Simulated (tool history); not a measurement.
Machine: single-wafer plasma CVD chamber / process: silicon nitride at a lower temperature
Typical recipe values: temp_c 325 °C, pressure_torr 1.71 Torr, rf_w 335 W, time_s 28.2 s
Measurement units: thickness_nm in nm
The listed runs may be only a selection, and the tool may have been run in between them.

run	hour	temp_c	pressure_torr	rf_w	time_s	read-back reference wafer on the same gauge, thickness_nm	thickness_nm
1	0	325	1.71	335	28.2	37.649	40.438
2	94	325	1.71	335	28.2	37.594	40.729
3	149.7	325	1.71	335	28.2	37.623	40.586
4	253.7	325	1.71	335	28.2	37.622	40.528
5	299.8	325	1.71	335	28.2	37.62	40.26
6	380.6	325	1.71	335	28.2	37.563	41.1
7	427.6	333	1.71	335	28.2	37.576	40.843
8	498.6	325	1.8	335	28.2	37.565	41.222
9	579.5	315	1.71	335	28.2	37.57	40.931
10	620.4	316	1.37	315	30.2	37.615	39.495
11	688.1	334	1.71	395	25.7	37.618	41.654
12	766.1	316	1.96	390	28.2	37.573	47.048
13	840.2	325	1.91	370	32.8	37.623	52.227
14	918.7	325	2.03	335	31.2	37.606	46.892
15	957	325	1.93	370	28.2	37.58	45.067
16	1021.8	321	1.71	290	28.2	37.607	36.091
17	1073.8	325	1.38	335	28.2	37.623	38.495
18	1128	313	1.71	335	28.2	37.565	40.495
19	1220.8	325	1.71	300	28.2	37.636	37.251
20	1302	325	1.71	335	30.8	37.629	44.309
21	1439.8	318	1.9	290	30.1	37.566	40.105
22	1514.6	325	1.71	335	28.2	37.61	40.919
23	1553	325	1.71	300	28.2	37.602	37.629
24	1627.1	325	1.71	335	28.2	37.562	40.794
25	1707.3	325	1.71	335	28.2	37.563	40.832
26	1812.6	325	1.71	335	28.2	37.594	40.577
27	1883	311	1.45	275	24.4	37.544	28.799
28	1942.3	312	1.55	365	26.6	37.541	40.317
29	2023.9	325	1.98	335	28.2	37.645	41.956

Not shown: 7 entries that the log had between the listed runs. Between which runs, and how does the tool's hidden state differ before and after?
Between runs 1 and 2: capacitance manometer re-zeroed and calibrated (hour 30.3)
  delivered RF power above the setpoint (%): -2.15 -> -2.19
  measured result minus the result with no hidden state, thickness_nm: -0.661 -> -0.681 nm
Between runs 5 and 6: RF generator calibrated (hour 320.5)
  delivered RF power above the setpoint (%): -2.27 -> -0.584
  measured result minus the result with no hidden state, thickness_nm: -0.697 -> -0.178 nm
Between runs 6 and 7: thermocouple changed; heater temperature recalibrated (hour 406.4)
  delivered RF power above the setpoint (%): -0.584 -> -0.786
  measured result minus the result with no hidden state, thickness_nm: -0.178 -> -0.237 nm
Between runs 10 and 11: showerhead replaced (hour 658.6)
  delivered RF power above the setpoint (%): -1.4 -> -1.56
  measured result minus the result with no hidden state, thickness_nm: -0.429 -> -0.453 nm
Between runs 16 and 17: gauge calibrated (hour 1062.8)
  delivered RF power above the setpoint (%): -2.03 -> -2.08
  measured result minus the result with no hidden state, thickness_nm: -0.588 -> -0.608 nm
Between runs 20 and 21: RF generator calibrated (hour 1412)
  delivered RF power above the setpoint (%): -2.22 -> -0.304
  measured result minus the result with no hidden state, thickness_nm: -0.749 -> -0.097 nm
Between runs 26 and 27: capacitance manometer re-zeroed and calibrated (hour 1843.6)
  delivered RF power above the setpoint (%): -1.5 -> -1.62
  measured result minus the result with no hidden state, thickness_nm: -0.455 -> -0.386 nm

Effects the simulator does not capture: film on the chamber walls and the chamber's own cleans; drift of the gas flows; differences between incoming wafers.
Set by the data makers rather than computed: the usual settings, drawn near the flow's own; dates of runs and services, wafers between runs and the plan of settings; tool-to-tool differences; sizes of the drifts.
